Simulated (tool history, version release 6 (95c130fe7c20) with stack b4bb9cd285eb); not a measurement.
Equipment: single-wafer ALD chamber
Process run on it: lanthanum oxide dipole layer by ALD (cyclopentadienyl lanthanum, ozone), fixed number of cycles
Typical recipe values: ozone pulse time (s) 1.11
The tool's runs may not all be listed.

run	hour	ozone pulse time (s)	read-back reference wafer on the same gauge, thickness_nm	mean film thickness on the monitor wafer (nm)
1	0	1.24	0.606	0.594
2	29.2	1.24	0.606	0.592
3	92.6	1.24	0.606	0.594
4	112.6	1.21	0.606	0.589
5	139.9	1.21	0.606	0.591
6	165.2	1.21	0.606	0.589
# hour 173.6: gauge calibrated
7	194.2	1.11	0.606	0.578
8	229	1.11	0.605	0.582
9	247.5	1.11	0.606	0.581
10	267.4	1.37	0.607	0.604
11	300.1	0.9	0.606	0.552
12	312.1	0.9	0.606	0.55
13	334.4	0.86	0.606	0.545
14	365.5	1.39	0.606	0.607
# hour 379.6: showerhead replaced
15	395.4	1.26	0.606	0.596
16	427.8	0.9	0.606	0.549
# hour 436.4: ozone generator serviced
17	451.1	0.73	0.606	0.518
# hour 461.2: thermocouple changed; heater temperature recalibrated
18	471.1	0.67	0.606	0.507
19	497.4	1.55	0.606	0.618
20	529.2	0.98	0.606	0.562
21	542.2	1.11	0.606	0.579
22	571.3	0.74	0.606	0.523
23	606.7	0.99	0.606	0.565
24	671.7	1.25	0.606	0.594
25	706.6	0.81	0.606	0.536
26	735.2	0.8	0.606	0.532
27	754.8	1.11	0.606	0.577
28	778.4	0.92	0.606	0.556

Predict the results of run 29:
29	793.6	1.11	?	?

{"run 29": {"read-back reference wafer on the same gauge, thickness_nm": 0.606, "mean film thickness on the monitor wafer (nm)": 0.581}}
Without the tool's hidden state the same run would have given mean film thickness on the monitor wafer (nm) 0.581.

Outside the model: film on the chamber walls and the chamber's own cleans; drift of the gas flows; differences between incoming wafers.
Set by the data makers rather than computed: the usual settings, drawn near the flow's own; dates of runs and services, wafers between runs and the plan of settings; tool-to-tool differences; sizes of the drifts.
